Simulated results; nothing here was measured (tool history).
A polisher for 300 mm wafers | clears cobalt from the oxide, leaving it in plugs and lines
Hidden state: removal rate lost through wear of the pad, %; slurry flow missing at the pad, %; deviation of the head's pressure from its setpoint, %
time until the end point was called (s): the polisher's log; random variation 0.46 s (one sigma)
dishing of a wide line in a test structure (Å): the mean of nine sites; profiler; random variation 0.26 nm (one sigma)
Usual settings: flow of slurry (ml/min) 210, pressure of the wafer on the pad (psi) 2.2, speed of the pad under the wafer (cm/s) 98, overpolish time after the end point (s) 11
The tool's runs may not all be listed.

run,hour,flow of slurry (ml/min),pressure of the wafer on the pad (psi),speed of the pad under the wafer (cm/s),overpolish time after the end point (s),wafers since the last listed run,wafers polished on this pad,hours since the slurry nozzle was cleaned,hours since the head pressure was calibrated,"incoming thickness of the incoming film, nm",time until the end point was called (s),dishing of a wide line in a test structure (Å)
1,0.0,210,2.2,98,11,0,611,352.7,1207.3,332.8,57.6,247
2,13.6,210,2.2,98,11,198,809,366.3,1220.9,329.4,56.6,246
3,25.1,210,2.2,98,11,167,977,377.8,1232.4,327.7,57.2,243
4,32.8,210,2.2,98,11,112,1089,385.5,1240.1,332.5,58.8,242
# hour 50.9: worn pad replaced by a new one
5,83.8,210,2.2,98,11,685,480,436.5,1291.1,330.6,58.3,244
6,98.0,210,2.2,98,11,207,687,450.7,1305.3,325.5,57.5,242
7,105.3,210,2.2,98,11,106,794,458.0,1312.6,331.0,58.1,245
8,112.9,180,2.2,98,11,110,905,465.6,1320.2,327.8,59.5,243
# hour 124.7: worn pad replaced by a new one
9,125.2,210,2.2,98,11,121,6,477.9,1332.5,332.2,55.4,246
10,138.7,210,2.2,98,11,196,203,491.4,1346.0,333.4,56.9,252
11,147.7,210,2.2,120,11,131,334,500.4,1355.0,331.1,47.3,254
12,156.0,210,2.2,120,11,121,456,508.7,1363.3,328.9,47.1,255
13,169.1,210,2.2,108,11,191,647,521.8,1376.4,328.3,53.4,250
14,175.4,210,2.2,108,11,91,739,528.1,1382.7,333.1,53.9,248
# hour 190.6: head pressure recalibrated
15,192.8,210,2.2,108,11,224,963,545.5,2.2,329.0,54.7,251
16,205.0,210,1.5,110,11,178,1141,557.7,14.4,334.4,76.7,226
# hour 213.4: worn pad replaced by a new one
17,213.9,210,2.2,98,11,71,7,566.6,23.3,332.9,56.8,248
18,222.8,210,2.2,98,11,129,137,575.5,32.2,332.9,56.9,245
19,231.3,165,2.2,108,11,124,261,584.0,40.7,331.9,55.5,250
20,238.5,165,2.2,108,11,105,366,591.2,47.9,329.6,57.0,248
21,249.0,265,2.2,128,11,153,519,601.7,58.4,327.4,44.1,255
22,257.3,160,1.9,88,15,121,640,610.0,66.7,334.4,82.5,243
23,273.0,210,2.2,98,15,229,870,625.7,82.4,332.6,62.2,258
# hour 275.5: slurry nozzle cleaned
# hour 285.2: worn pad replaced by a new one
24,287.0,210,1.6,98,11,131,25,11.5,96.4,331.6,70.8,236
25,297.3,245,1.4,80,17,150,176,21.8,106.7,328.8,97.1,249
26,308.2,140,2.2,98,7,159,335,32.7,117.6,333.9,59.9,207
27,324.3,235,1.6,78,15,234,570,48.8,133.7,332.4,91.8,234
28,333.7,210,2.8,98,15,137,707,58.2,143.1,326.6,44.9,263
29,350.1,210,1.6,98,9,239,946,74.6,159.5,335.3,78.0,210
30,358.6,240,2.5,112,14,124,1070,83.1,168.0,323.5,43.7,263

Hidden state or all else? Some run-to-run changes of time until the end point was called (s), split into what the settings, what came in and random variation would give without the hidden state, and what is left for the hidden state (with any gauge scatter that isn't in both results):
Run 16 -> 17: pressure of the wafer on the pad (psi) 1.5 -> 2.2, speed of the pad under the wafer (cm/s) 110 -> 98, worn pad replaced by a new one. time until the end point was called (s) -19.9: hidden state -6.5, all else -13.4.
Run 21 -> 22: flow of slurry (ml/min) 265 -> 160, pressure of the wafer on the pad (psi) 2.2 -> 1.9, speed of the pad under the wafer (cm/s) 128 -> 88, overpolish time after the end point (s) 11 -> 15. time until the end point was called (s) +38.4: hidden state +7.4, all else +31.0.
Run 23 -> 24: pressure of the wafer on the pad (psi) 2.2 -> 1.6, overpolish time after the end point (s) 15 -> 11, slurry nozzle cleaned, worn pad replaced by a new one. time until the end point was called (s) +8.6: hidden state -8.0, all else +16.6.
Run 25 -> 26: flow of slurry (ml/min) 245 -> 140, pressure of the wafer on the pad (psi) 1.4 -> 2.2, speed of the pad under the wafer (cm/s) 80 -> 98, overpolish time after the end point (s) 17 -> 7. time until the end point was called (s) -37.2: hidden state -0.2, all else -37.0.
Run 27 -> 28: flow of slurry (ml/min) 235 -> 210, pressure of the wafer on the pad (psi) 1.6 -> 2.8, speed of the pad under the wafer (cm/s) 78 -> 98. time until the end point was called (s) -46.9: hidden state -3.0, all else -43.9.

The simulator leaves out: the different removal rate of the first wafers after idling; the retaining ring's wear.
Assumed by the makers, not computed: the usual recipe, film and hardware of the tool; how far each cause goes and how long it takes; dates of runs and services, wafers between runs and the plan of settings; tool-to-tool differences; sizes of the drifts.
